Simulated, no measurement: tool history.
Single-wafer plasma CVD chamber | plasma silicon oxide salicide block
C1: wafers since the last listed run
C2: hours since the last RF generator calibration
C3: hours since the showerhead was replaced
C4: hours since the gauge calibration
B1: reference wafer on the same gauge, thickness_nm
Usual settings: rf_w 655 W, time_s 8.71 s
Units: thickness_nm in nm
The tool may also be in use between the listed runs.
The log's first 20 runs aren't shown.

{"run": 21, "hour": 1032.7, "rf_w": 715, "time_s": 10.02, "C1": 2932, "C2": 1248.9, "C3": 6888.8, "C4": 2027.2, "B1": 81.423, "thickness_nm": 105.004}
{"hour": 1078.3, "done": "RF generator calibrated"}
{"run": 22, "hour": 1078.8, "rf_w": 655, "time_s": 8.71, "C1": 1759, "C2": 0.5, "C3": 6934.9, "C4": 2073.3, "B1": 81.378, "thickness_nm": 88.245}
{"run": 23, "hour": 1103.2, "rf_w": 705, "time_s": 9.27, "C1": 1126, "C2": 24.9, "C3": 6959.3, "C4": 2097.7, "B1": 81.433, "thickness_nm": 95.56}
{"hour": 1157.1, "done": "showerhead replaced"}
{"run": 24, "hour": 1169.6, "rf_w": 605, "time_s": 10.07, "C1": 2696, "C2": 91.3, "C3": 12.5, "C4": 2164.1, "B1": 81.338, "thickness_nm": 99.74}
{"run": 25, "hour": 1196.8, "rf_w": 600, "time_s": 9.39, "C1": 1255, "C2": 118.5, "C3": 39.7, "C4": 2191.3, "B1": 81.465, "thickness_nm": 92.557}
{"run": 26, "hour": 1231.8, "rf_w": 655, "time_s": 8.71, "C1": 1616, "C2": 153.5, "C3": 74.7, "C4": 2226.3, "B1": 81.363, "thickness_nm": 87.609}
{"run": 27, "hour": 1297.4, "rf_w": 545, "time_s": 8.05, "C1": 3029, "C2": 219.1, "C3": 140.3, "C4": 2291.9, "B1": 81.413, "thickness_nm": 77.92}
{"hour": 1319.4, "done": "gauge calibrated"}
{"run": 28, "hour": 1355.4, "rf_w": 530, "time_s": 8.24, "C1": 2678, "C2": 277.1, "C3": 198.3, "C4": 36, "B1": 81.32, "thickness_nm": 78.286}
{"hour": 1406.7, "done": "RF generator calibrated, repeated, since the last time left the tool worse"}
{"run": 29, "hour": 1425.9, "rf_w": 655, "time_s": 8.71, "C1": 2885, "C2": 19.2, "C3": 268.8, "C4": 106.5, "B1": 81.408, "thickness_nm": 90.382}
{"run": 30, "hour": 1493.5, "rf_w": 655, "time_s": 9.43, "C1": 3121, "C2": 86.8, "C3": 336.4, "C4": 174.1, "B1": 81.418, "thickness_nm": 97.859}
{"run": 31, "hour": 1547.9, "rf_w": 655, "time_s": 8.71, "C1": 2511, "C2": 141.2, "C3": 390.8, "C4": 228.5, "B1": 81.409, "thickness_nm": 90.29}
{"run": 32, "hour": 1595.6, "rf_w": 655, "time_s": 8.02, "C1": 2202, "C2": 188.9, "C3": 438.5, "C4": 276.2, "B1": 81.408, "thickness_nm": 83.183}
{"run": 33, "hour": 1651.0, "rf_w": 725, "time_s": 7.08, "C1": 2558, "C2": 244.3, "C3": 493.9, "C4": 331.6, "B1": 81.46, "thickness_nm": 75.005}
{"run": 34, "hour": 1677.9, "rf_w": 750, "time_s": 7.98, "C1": 1242, "C2": 271.2, "C3": 520.8, "C4": 358.5, "B1": 81.414, "thickness_nm": 85.326}
{"run": 35, "hour": 1732.5, "rf_w": 655, "time_s": 8.04, "C1": 2521, "C2": 325.8, "C3": 575.4, "C4": 413.1, "B1": 81.46, "thickness_nm": 83.687}
{"run": 36, "hour": 1785.8, "rf_w": 655, "time_s": 8.71, "C1": 2461, "C2": 379.1, "C3": 628.7, "C4": 466.4, "B1": 81.397, "thickness_nm": 90.462}
{"run": 37, "hour": 1836.0, "rf_w": 745, "time_s": 10.04, "C1": 2317, "C2": 429.3, "C3": 678.9, "C4": 516.6, "B1": 81.384, "thickness_nm": 106.535}
{"run": 38, "hour": 1866.5, "rf_w": 690, "time_s": 9.34, "C1": 1408, "C2": 459.8, "C3": 709.4, "C4": 547.1, "B1": 81.358, "thickness_nm": 97.583}
{"run": 39, "hour": 1900.9, "rf_w": 655, "time_s": 8.71, "C1": 1588, "C2": 494.2, "C3": 743.8, "C4": 581.5, "B1": 81.412, "thickness_nm": 89.428}
{"run": 40, "hour": 1966.7, "rf_w": 655, "time_s": 8.71, "C1": 3038, "C2": 560, "C3": 809.6, "C4": 647.3, "B1": 81.374, "thickness_nm": 90.346}

5 ways to go on from here, each from the tool as it stands after run 40. What would each give?
{"run": "A", "hour": 1967.1, "rf_w": 655, "time_s": 8.71, "C1": 18, "C2": 560.4, "C3": 810, "C4": 647.7, "B1": "?", "thickness_nm": "?"}
{"run": "B", "hour": 1967.1, "rf_w": 655, "time_s": 9.34, "C1": 18, "C2": 560.4, "C3": 810, "C4": 647.7, "B1": "?", "thickness_nm": "?"}
{"run": "C", "hour": 1967.1, "rf_w": 550, "time_s": 7.02, "C1": 18, "C2": 560.4, "C3": 810, "C4": 647.7, "B1": "?", "thickness_nm": "?"}
{"run": "D", "hour": 1967.1, "rf_w": 780, "time_s": 7.1, "C1": 18, "C2": 560.4, "C3": 810, "C4": 647.7, "B1": "?", "thickness_nm": "?"}
{"run": "E", "hour": 1967.1, "rf_w": 605, "time_s": 7.72, "C1": 18, "C2": 560.4, "C3": 810, "C4": 647.7, "B1": "?", "thickness_nm": "?"}

run=A B1=81.394 thickness_nm=90.091
run=B B1=81.394 thickness_nm=96.608
run=C B1=81.394 thickness_nm=69.252
run=D B1=81.394 thickness_nm=77.056
run=E B1=81.394 thickness_nm=78.143
Without the tool's hidden state the same runs would have given:
run=A thickness_nm=90.774
run=B thickness_nm=97.34
run=C thickness_nm=69.778
run=D thickness_nm=77.64
run=E thickness_nm=78.736
